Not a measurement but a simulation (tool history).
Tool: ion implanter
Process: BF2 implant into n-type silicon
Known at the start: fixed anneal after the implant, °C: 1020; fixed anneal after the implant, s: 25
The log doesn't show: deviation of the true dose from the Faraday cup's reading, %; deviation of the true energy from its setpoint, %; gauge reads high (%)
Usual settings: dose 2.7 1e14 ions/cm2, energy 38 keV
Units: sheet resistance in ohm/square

run	hour	dose	energy	wafers since the last listed run	hours since the last dose calibration	hours since the extraction supply was calibrated	hours since the gauge calibration	read-back reference wafer on the same gauge, sheet resistance	sheet resistance
1	0	2.7	38	0	1145.8	2112.2	160.7	404.02	368.19
2	35.7	2.7	38	555	1181.5	2147.9	196.4	404	367.81
3	53.4	2.32	38	275	1199.2	2165.6	214.1	403.89	415.02
4	65.7	2.32	38	191	1211.5	2177.9	226.4	403.99	413.94
5	96.7	2.7	38	482	1242.5	2208.9	257.4	403.81	364.75
6	124.2	2.7	38	427	1270	2236.4	284.9	403.63	366.58
7	155.3	2.7	38	483	1301.1	2267.5	316	404.03	364.36
8	178.6	2.07	47	362	1324.4	2290.8	339.3	403.93	444.91
9	204.1	2.27	38	396	1349.9	2316.3	364.8	404.02	421.56
10	222.9	2.27	38	292	1368.7	2335.1	383.6	403.64	422.13
11	235.8	2.27	38	200	1381.6	2348	396.5	403.59	420.14
12	249.2	3.03	29	208	1395	2361.4	409.9	404.18	339.27
13	280.1	2.27	38	480	1425.9	2392.3	440.8	404.2	418.89
14	315.1	3.48	30	544	1460.9	2427.3	475.8	403.96	297.57
15	342.2	2.7	38	421	1488	2454.4	502.9	404.03	363.03
16	377.8	2.7	38	553	1523.6	2490	538.5	404.13	363.18
# hour 413.9: extraction supply calibrated
# hour 458.7: gauge calibrated
17	484.9	2.12	38	1541	1630.7	71	26.2	403.86	441.21
# hour 511.5: Faraday cup replaced and dose calibrated
18	518.7	2.7	43.5	401	7.2	104.8	60	403.84	368.46
19	553.2	2.7	38	536	41.7	139.3	94.5	403.88	375.47
20	577.6	2.39	48.5	379	66.1	163.7	118.9	403.92	405.42
21	604.9	3.12	32.5	424	93.4	191	146.2	403.84	336.65
22	632.6	3.07	49.5	430	121.1	218.7	173.9	404.05	329.47
23	656.7	3.39	31	374	145.2	242.8	198	403.86	315.73
24	689.8	2.7	38	514	178.3	275.9	231.1	404.02	375.97

Forecast each of these 5 alternatives for the next run:
A	690.2	2.7	38	6	178.7	276.3	231.5	?	?
B	690.2	2.14	25.5	6	178.7	276.3	231.5	?	?
C	690.2	3.35	27.5	6	178.7	276.3	231.5	?	?
D	690.2	3.31	30	6	178.7	276.3	231.5	?	?
E	690.2	2.04	43.5	6	178.7	276.3	231.5	?	?

run	read-back reference wafer on the same gauge, sheet resistance	sheet resistance
A	404.06	374.95
B	404.06	473.67
C	404.06	321.71
D	404.06	322.47
E	404.06	465.76
Without the tool's hidden state the same runs would have given:
run	sheet resistance
A	374.61
B	473.23
C	321.41
D	322.16
E	465.35
